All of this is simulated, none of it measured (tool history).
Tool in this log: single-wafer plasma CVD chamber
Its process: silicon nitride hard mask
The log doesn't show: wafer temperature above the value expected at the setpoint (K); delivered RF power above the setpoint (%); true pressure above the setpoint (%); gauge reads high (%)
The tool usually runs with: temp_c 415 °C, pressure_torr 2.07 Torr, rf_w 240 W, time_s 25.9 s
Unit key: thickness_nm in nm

run,hour,temp_c,pressure_torr,rf_w,time_s,wafers since the last listed run,hours since the last thermocouple change,hours since the last RF generator calibration,hours since the last manometer calibration,hours since the showerhead was replaced,hours since the gauge calibration,"read-back reference wafer on the same gauge, thickness_nm",thickness_nm
1,0,425,2.07,240,24,0,1596.1,693.6,1394.3,3607.9,251.8,25.698,27.473
2,44.3,420,2.07,240,25.9,1166,1640.4,737.9,1438.6,3652.2,296.1,25.7,29.75
3,79.2,420,2.07,240,25.9,919,1675.3,772.8,1473.5,3687.1,331,25.69,29.63
4,115.9,415,2.07,240,25.9,966,1712,809.5,1510.2,3723.8,367.7,25.696,29.59
5,158.5,415,2.07,240,25.9,1122,1754.6,852.1,1552.8,3766.4,410.3,25.696,29.642
6,239.9,415,2.07,240,25.9,2144,1836,933.5,1634.2,3847.8,491.7,25.69,29.503
7,266.2,415,2.07,240,25.9,692,1862.3,959.8,1660.5,3874.1,518,25.701,29.462
# hour 325.5: gauge calibrated
# hour 393.5: capacitance manometer re-zeroed and calibrated
8,417.7,415,2.07,240,25.9,3780,2013.8,1111.3,24.2,4025.6,92.2,25.701,29.388
9,487.7,415,2.07,240,25.9,1844,2083.8,1181.3,94.2,4095.6,162.2,25.699,29.331
10,526,415,2.07,240,23,1008,2122.1,1219.6,132.5,4133.9,200.5,25.708,26.097
# hour 554.9: thermocouple changed; heater temperature recalibrated
11,576.2,401,1.87,195,25.9,1111,21.3,1269.8,182.7,4184.1,250.7,25.696,24.132
12,641.6,415,2.07,240,25.9,1722,86.7,1335.2,248.1,4249.5,316.1,25.701,29.3
13,701.5,403,2.07,240,29,1577,146.6,1395.1,308,4309.4,376,25.702,32.85
# hour 720.2: RF generator calibrated
14,755.1,423,2.07,240,23,1201,200.2,34.9,361.6,4363,429.6,25.697,26.548
# hour 799.3: showerhead replaced
15,841,415,2.07,240,25.9,2052,286.1,120.8,447.5,41.7,515.5,25.715,29.969
16,877.1,415,2.07,240,25.9,950,322.2,156.9,483.6,77.8,551.6,25.7,29.962
17,907,411,2.54,275,25.9,787,352.1,186.8,513.5,107.7,581.5,25.696,35.175
# hour 925.3: gauge calibrated
18,960.9,415,2.07,205,22.8,1419,406,240.7,567.4,161.6,35.6,25.71,23.291
19,1028.4,427,2.21,240,21.4,1778,473.5,308.2,634.9,229.1,103.1,25.705,24.965
20,1076.3,428,2.29,220,30.2,1261,521.4,356.1,682.8,277,151,25.698,33.13

Alternative continuations, all from the tool just after run 20; predict every row:
A,1076.7,415,2.31,240,25.9,10,521.8,356.5,683.2,277.4,151.4,?,?
B,1076.7,415,2.48,240,25.9,10,521.8,356.5,683.2,277.4,151.4,?,?
C,1076.7,409,2.32,240,21.6,10,521.8,356.5,683.2,277.4,151.4,?,?
D,1076.7,415,1.62,220,22.7,10,521.8,356.5,683.2,277.4,151.4,?,?

run,"read-back reference wafer on the same gauge, thickness_nm",thickness_nm
A,25.699,30.715
B,25.699,31.246
C,25.699,25.733
D,25.699,22.804
Stripped of hidden state, with their random variation kept, the same runs would have yielded:
run,thickness_nm
A,31.192
B,31.731
C,26.133
D,23.176
